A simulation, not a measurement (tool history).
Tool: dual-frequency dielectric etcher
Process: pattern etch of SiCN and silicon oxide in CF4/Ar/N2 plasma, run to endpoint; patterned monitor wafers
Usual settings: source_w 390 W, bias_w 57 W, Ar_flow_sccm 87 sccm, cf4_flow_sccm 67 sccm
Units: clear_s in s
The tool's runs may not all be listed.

| run | hour | source_w | bias_w | Ar_flow_sccm | cf4_flow_sccm | incoming incoming film thickness, nm | clear_s |
|---|---|---|---|---|---|---|---|
| 1 | 0 | 390 | 57 | 87 | 67 | 10.15 | 15.8 |
| 2 | 49.2 | 390 | 57 | 87 | 67 | 10.03 | 15.6 |
| 3 | 120 | 390 | 57 | 87 | 67 | 10 | 15.5 |
| 4 | 167.1 | 390 | 57 | 87 | 67 | 10 | 15.5 |
|  | 197.1 | wet clean of the chamber |
| 5 | 197.6 | 390 | 57 | 87 | 67 | 10.02 | 15.6 |
| 6 | 220.3 | 390 | 57 | 87 | 67 | 10.14 | 15.7 |
| 7 | 273.4 | 390 | 57 | 96 | 67 | 10.15 | 16.1 |
| 8 | 316.4 | 390 | 57 | 96 | 67 | 10.14 | 16.1 |
| 9 | 378.8 | 390 | 57 | 78 | 67 | 10.1 | 15.3 |
| 10 | 403.1 | 390 | 57 | 78 | 67 | 10.07 | 15.4 |
| 11 | 437 | 390 | 57 | 78 | 67 | 10.06 | 15.3 |
|  | 456.8 | CF4 flow controller replaced |
| 12 | 470.8 | 390 | 57 | 87 | 67 | 9.99 | 15.6 |
|  | 536.6 | bias power generator calibrated |
| 13 | 540.9 | 390 | 51 | 87 | 53 | 10.08 | 17.2 |
| 14 | 569.4 | 420 | 57 | 87 | 51 | 10.18 | 15.8 |
|  | 600.5 | upper electrode replaced |
| 15 | 603.1 | 390 | 57 | 87 | 73 | 10.05 | 15 |
| 16 | 673.1 | 390 | 57 | 96 | 67 | 10.06 | 15.7 |
| 17 | 713 | 390 | 57 | 87 | 55 | 10.15 | 16.3 |
| 18 | 745.3 | 390 | 57 | 87 | 67 | 10.12 | 15.4 |
|  | 763.7 | Ar flow controller replaced |
|  | 806.6 | wet clean of the chamber |
| 19 | 807.1 | 460 | 46 | 79 | 56 | 9.86 | 15.2 |
|  | 849.3 | source power generator calibrated |
| 20 | 868.8 | 390 | 57 | 72 | 62 | 10.11 | 15.1 |
| 21 | 917.6 | 390 | 51 | 102 | 67 | 10.18 | 16.9 |
| 22 | 998.3 | 390 | 61 | 96 | 67 | 10.13 | 15.5 |
| 23 | 1048.3 | 390 | 45 | 87 | 84 | 10.18 | 16.6 |
| 24 | 1099.2 | 390 | 57 | 87 | 67 | 10.07 | 15.5 |
| 25 | 1191.3 | 470 | 67 | 102 | 77 | 10.04 | 12.7 |

Some steps in clear_s between neighbouring runs. How much of each would the tool show without its hidden state too (settings, what came in, random variation), and how much is left for the hidden state, with any gauge scatter that isn't in both results?
The hidden state here: etch rate over this chamber's usual, %; source power that arrives over what is set, %; bias power that arrives over what is set, %; Ar flow that arrives over what is set, %; CF4 flow that arrives over what is set, %.
Run 3 -> 4: no setting changed, nothing entered. clear_s +0 s: hidden state -0.1, all else +0.1.
Run 12 -> 13: bias_w 57 -> 51, cf4_flow_sccm 67 -> 53, bias power generator calibrated. clear_s +1.6 s: hidden state -0.4, all else +2.
Run 20 -> 21: bias_w 57 -> 51, Ar_flow_sccm 72 -> 102, cf4_flow_sccm 62 -> 67. clear_s +1.8 s: hidden state +0.1, all else +1.7.
Run 24 -> 25: source_w 390 -> 470, bias_w 57 -> 67, Ar_flow_sccm 87 -> 102, cf4_flow_sccm 67 -> 77. clear_s -2.8 s: hidden state +0, all else -2.8.
